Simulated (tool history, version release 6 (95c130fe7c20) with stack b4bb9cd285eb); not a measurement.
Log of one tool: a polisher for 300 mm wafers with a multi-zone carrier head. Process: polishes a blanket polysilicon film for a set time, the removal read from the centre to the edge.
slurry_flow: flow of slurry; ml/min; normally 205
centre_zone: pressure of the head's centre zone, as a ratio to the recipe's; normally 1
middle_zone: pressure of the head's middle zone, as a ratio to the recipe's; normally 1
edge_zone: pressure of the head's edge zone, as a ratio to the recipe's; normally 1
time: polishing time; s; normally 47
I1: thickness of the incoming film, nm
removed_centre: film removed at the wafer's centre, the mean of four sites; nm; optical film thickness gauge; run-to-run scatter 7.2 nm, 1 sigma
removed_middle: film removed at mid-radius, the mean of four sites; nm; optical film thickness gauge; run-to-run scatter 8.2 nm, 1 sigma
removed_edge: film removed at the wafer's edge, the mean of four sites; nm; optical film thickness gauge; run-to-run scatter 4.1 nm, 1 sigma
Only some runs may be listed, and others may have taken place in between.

run 1 hour=0 | slurry_flow=205 centre_zone=1 middle_zone=1 edge_zone=1 time=47 | I1=2369.8 | removed_centre=613.5 removed_middle=640.2 removed_edge=598.3
-- hour=8.8 edge zone pressure recalibrated
run 2 hour=21.7 | slurry_flow=205 centre_zone=1 middle_zone=1 edge_zone=1 time=47 | I1=2369.3 | removed_centre=608.7 removed_middle=639.9 removed_edge=606.6
-- hour=39 carrier head's membrane replaced by a new one
run 3 hour=39.5 | slurry_flow=205 centre_zone=1 middle_zone=1 edge_zone=1 time=47 | I1=2403.6 | removed_centre=623.2 removed_middle=635.1 removed_edge=597.6
run 4 hour=56.5 | slurry_flow=205 centre_zone=0.89 middle_zone=1 edge_zone=1 time=47 | I1=2404 | removed_centre=554.7 removed_middle=617.2 removed_edge=607.3
run 5 hour=69.6 | slurry_flow=205 centre_zone=1 middle_zone=1 edge_zone=1 time=47 | I1=2418 | removed_centre=609.3 removed_middle=611.4 removed_edge=607.1
run 6 hour=101 | slurry_flow=205 centre_zone=1 middle_zone=1 edge_zone=1 time=47 | I1=2392.9 | removed_centre=601.5 removed_middle=626 removed_edge=605.5
run 7 hour=132 | slurry_flow=205 centre_zone=1 middle_zone=1 edge_zone=1 time=47 | I1=2351.9 | removed_centre=605.7 removed_middle=647 removed_edge=603.6
run 8 hour=144.6 | slurry_flow=205 centre_zone=1.07 middle_zone=1 edge_zone=1 time=34 | I1=2418.2 | removed_centre=471.2 removed_middle=453.1 removed_edge=438.8
-- hour=149.6 slurry nozzle cleaned
run 9 hour=179.2 | slurry_flow=205 centre_zone=1.11 middle_zone=1.03 edge_zone=1.06 time=41 | I1=2411 | removed_centre=593.8 removed_middle=555.5 removed_edge=550.7
-- hour=190.6 worn pad replaced by a new one
run 10 hour=193.6 | slurry_flow=205 centre_zone=1 middle_zone=1 edge_zone=1 time=47 | I1=2382.3 | removed_centre=615.9 removed_middle=632.7 removed_edge=609.5
run 11 hour=277.8 | slurry_flow=205 centre_zone=1 middle_zone=0.9 edge_zone=1 time=53 | I1=2359.6 | removed_centre=694.9 removed_middle=639.5 removed_edge=689.3
run 12 hour=295.3 | slurry_flow=170 centre_zone=1 middle_zone=1 edge_zone=1 time=47 | I1=2385.6 | removed_centre=590.7 removed_middle=612.2 removed_edge=587.3
run 13 hour=323.1 | slurry_flow=205 centre_zone=0.92 middle_zone=1 edge_zone=1 time=35 | I1=2349.5 | removed_centre=417.4 removed_middle=464.4 removed_edge=447.3
run 14 hour=337.3 | slurry_flow=245 centre_zone=1.07 middle_zone=1.09 edge_zone=0.89 time=47 | I1=2378.6 | removed_centre=678 removed_middle=696 removed_edge=584.7
run 15 hour=355.6 | slurry_flow=205 centre_zone=1 middle_zone=1 edge_zone=1 time=47 | I1=2404.6 | removed_centre=613.6 removed_middle=621.2 removed_edge=605.4
-- hour=371.5 worn pad replaced by a new one
run 16 hour=372.3 | slurry_flow=205 centre_zone=1 middle_zone=1 edge_zone=1 time=47 | I1=2399.1 | removed_centre=630.3 removed_middle=612.5 removed_edge=604.6
run 17 hour=401.2 | slurry_flow=155 centre_zone=1.11 middle_zone=0.89 edge_zone=1.08 time=47 | I1=2393.4 | removed_centre=638.6 removed_middle=531.9 removed_edge=605.3
run 18 hour=423.7 | slurry_flow=205 centre_zone=1.09 middle_zone=1 edge_zone=0.95 time=47 | I1=2414.4 | removed_centre=653.7 removed_middle=605.6 removed_edge=594.1
run 19 hour=451.4 | slurry_flow=205 centre_zone=1 middle_zone=1 edge_zone=1 time=47 | I1=2371.9 | removed_centre=612.8 removed_middle=623.2 removed_edge=599.1
run 20 hour=472.9 | slurry_flow=205 centre_zone=1 middle_zone=1.05 edge_zone=1 time=47 | I1=2398.5 | removed_centre=618.2 removed_middle=650.3 removed_edge=602.8
run 21 hour=495.8 | slurry_flow=205 centre_zone=1 middle_zone=1 edge_zone=0.89 time=47 | I1=2354.1 | removed_centre=620.4 removed_middle=634.9 removed_edge=575.7

Give the tool's hidden conditions for every run:
removal rate lost through wear of the pad, %: 0 at every run
slurry flow missing at the pad, %: 0 at every run
deviation of the centre zone's pressure from its setpoint, %: 0 at every run
deviation of the edge zone's pressure from its setpoint, %: 0 at every run
